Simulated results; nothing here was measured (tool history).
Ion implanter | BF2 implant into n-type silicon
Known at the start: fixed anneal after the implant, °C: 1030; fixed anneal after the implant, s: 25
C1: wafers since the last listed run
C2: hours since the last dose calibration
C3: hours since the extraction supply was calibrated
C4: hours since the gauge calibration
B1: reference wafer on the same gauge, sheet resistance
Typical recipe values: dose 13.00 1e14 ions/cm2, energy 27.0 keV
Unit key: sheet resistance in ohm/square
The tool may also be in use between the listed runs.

Run 1, day 0.000: usual settings but dose 15.82 1e14 ions/cm2; C1 0; C2 2120.7; C3 2874.7; C4 329.2; B1 142.07. Result: sheet resistance 131.36 ohm/square.
Run 2, day 2.054: usual settings; C1 1572; C2 2170.0; C3 2924.0; C4 378.5; B1 142.06. Result: sheet resistance 138.98 ohm/square.
Run 3, day 5.471: usual settings; C1 2614; C2 2252.0; C3 3006.0; C4 460.5; B1 141.91. Result: sheet resistance 138.43 ohm/square.
Run 4, day 8.525: usual settings; C1 2337; C2 2325.3; C3 3079.3; C4 533.8; B1 141.95. Result: sheet resistance 139.24 ohm/square.
Run 5, day 12.258: usual settings; C1 2857; C2 2414.9; C3 3168.9; C4 623.4; B1 141.95. Result: sheet resistance 138.97 ohm/square.
Run 6, day 15.758: usual settings; C1 2678; C2 2498.9; C3 3252.9; C4 707.4; B1 142.05. Result: sheet resistance 137.93 ohm/square.
Run 7, day 18.892: usual settings; C1 2397; C2 2574.1; C3 3328.1; C4 782.6; B1 141.99. Result: sheet resistance 138.00 ohm/square.
Run 8, day 20.429: usual settings; C1 1176; C2 2611.0; C3 3365.0; C4 819.5; B1 141.92. Result: sheet resistance 137.44 ohm/square.
Run 9, day 22.879: usual settings but dose 15.58 1e14 ions/cm2; C1 1874; C2 2669.8; C3 3423.8; C4 878.3; B1 141.92. Result: sheet resistance 131.24 ohm/square.
Run 10, day 25.750: usual settings but dose 15.58 1e14 ions/cm2; C1 2196; C2 2738.7; C3 3492.7; C4 947.2; B1 142.08. Result: sheet resistance 131.56 ohm/square.
At day 27.229: Faraday cup replaced and dose calibrated.
Run 11, day 28.375: usual settings but dose 15.58 1e14 ions/cm2; C1 1753; C2 27.5; C3 3555.7; C4 1010.2; B1 141.97. Result: sheet resistance 132.45 ohm/square.
At day 30.267: gauge calibrated.
Run 12, day 32.038: usual settings; C1 2802; C2 115.4; C3 3643.6; C4 42.5; B1 141.92. Result: sheet resistance 141.08 ohm/square.
Run 13, day 34.612: usual settings; C1 1970; C2 177.2; C3 3705.4; C4 104.3; B1 141.95. Result: sheet resistance 140.65 ohm/square.
Run 14, day 36.354: usual settings; C1 1332; C2 219.0; C3 3747.2; C4 146.1; B1 141.98. Result: sheet resistance 141.29 ohm/square.
Run 15, day 39.362: usual settings; C1 2302; C2 291.2; C3 3819.4; C4 218.3; B1 142.06. Result: sheet resistance 141.00 ohm/square.
Run 16, day 42.608: usual settings but dose 10.97 1e14 ions/cm2, energy 20.0 keV; C1 2483; C2 369.1; C3 3897.3; C4 296.2; B1 141.95. Result: sheet resistance 166.12 ohm/square.
Run 17, day 47.067: usual settings but energy 34.0 keV; C1 3411; C2 476.1; C3 4004.3; C4 403.2; B1 142.06. Result: sheet resistance 130.31 ohm/square.
Run 18, day 53.883: usual settings but dose 14.60 1e14 ions/cm2, energy 32.5 keV; C1 5216; C2 639.7; C3 4167.9; C4 566.8; B1 141.89. Result: sheet resistance 127.16 ohm/square.
At day 54.467: extraction supply calibrated.
Run 19, day 55.750: usual settings but dose 15.16 1e14 ions/cm2; C1 1173; C2 684.5; C3 30.8; C4 611.6; B1 142.06. Result: sheet resistance 133.30 ohm/square.
Run 20, day 58.488: usual settings but energy 31.0 keV; C1 2094; C2 750.2; C3 96.5; C4 677.3; B1 141.98. Result: sheet resistance 134.08 ohm/square.
Run 21, day 61.871: usual settings but dose 14.91 1e14 ions/cm2; C1 2589; C2 831.4; C3 177.7; C4 758.5; B1 142.01. Result: sheet resistance 134.88 ohm/square.
Run 22, day 63.567: usual settings but dose 9.51 1e14 ions/cm2, energy 33.0 keV; C1 1297; C2 872.1; C3 218.4; C4 799.2; B1 141.90. Result: sheet resistance 157.19 ohm/square.
Run 23, day 65.512: usual settings; C1 1489; C2 918.8; C3 265.1; C4 845.9; B1 142.12. Result: sheet resistance 140.23 ohm/square.
Run 24, day 67.075: usual settings but dose 9.80 1e14 ions/cm2, energy 34.5 keV; C1 1195; C2 956.3; C3 302.6; C4 883.4; B1 141.98. Result: sheet resistance 151.92 ohm/square.
Run 25, day 70.858: usual settings but dose 11.03 1e14 ions/cm2; C1 2895; C2 1047.1; C3 393.4; C4 974.2; B1 141.98. Result: sheet resistance 150.84 ohm/square.
Run 26, day 74.242: usual settings but dose 9.27 1e14 ions/cm2, energy 33.0 keV; C1 2589; C2 1128.3; C3 474.6; C4 1055.4; B1 142.04. Result: sheet resistance 158.85 ohm/square.
Run 27, day 76.771: usual settings; C1 1935; C2 1189.0; C3 535.3; C4 1116.1; B1 141.96. Result: sheet resistance 139.91 ohm/square.
At day 77.062: gauge calibrated.
Run 28, day 78.604: usual settings but dose 9.89 1e14 ions/cm2; C1 1403; C2 1233.0; C3 579.3; C4 37.0; B1 141.89. Result: sheet resistance 159.94 ohm/square.
Run 29, day 82.038: usual settings but dose 16.16 1e14 ions/cm2, energy 21.5 keV; C1 2627; C2 1315.4; C3 661.7; C4 119.4; B1 141.95. Result: sheet resistance 142.49 ohm/square.
Run 30, day 84.096: usual settings but dose 15.69 1e14 ions/cm2, energy 21.0 keV; C1 1575; C2 1364.8; C3 711.1; C4 168.8; B1 142.02. Result: sheet resistance 143.91 ohm/square.
Run 31, day 86.675: usual settings but energy 32.5 keV; C1 1973; C2 1426.7; C3 773.0; C4 230.7; B1 142.15. Result: sheet resistance 131.94 ohm/square.
Run 32, day 90.492: usual settings but energy 32.5 keV; C1 2920; C2 1518.3; C3 864.6; C4 322.3; B1 142.05. Result: sheet resistance 131.68 ohm/square.

Below are 3 alternative next runs, each starting from the tool's condition after run 32. Predict each:
Run A, day 90.508: usual settings; C1 12; C2 1518.7; C3 865.0; C4 322.7; B1 ?. Result: sheet resistance ?.
Run B, day 90.508: usual settings but dose 11.09 1e14 ions/cm2; C1 12; C2 1518.7; C3 865.0; C4 322.7; B1 ?. Result: sheet resistance ?.
Run C, day 90.508: usual settings but dose 9.37 1e14 ions/cm2, energy 21.0 keV; C1 12; C2 1518.7; C3 865.0; C4 322.7; B1 ?. Result: sheet resistance ?.

run      B1  sheet resistance
  A  142.11            140.60
  B  142.11            150.58
  C  142.11            176.50
Without the tool's unlogged condition, the same runs would have read:
run  sheet resistance
  A            141.55
  B            151.94
  C            178.28
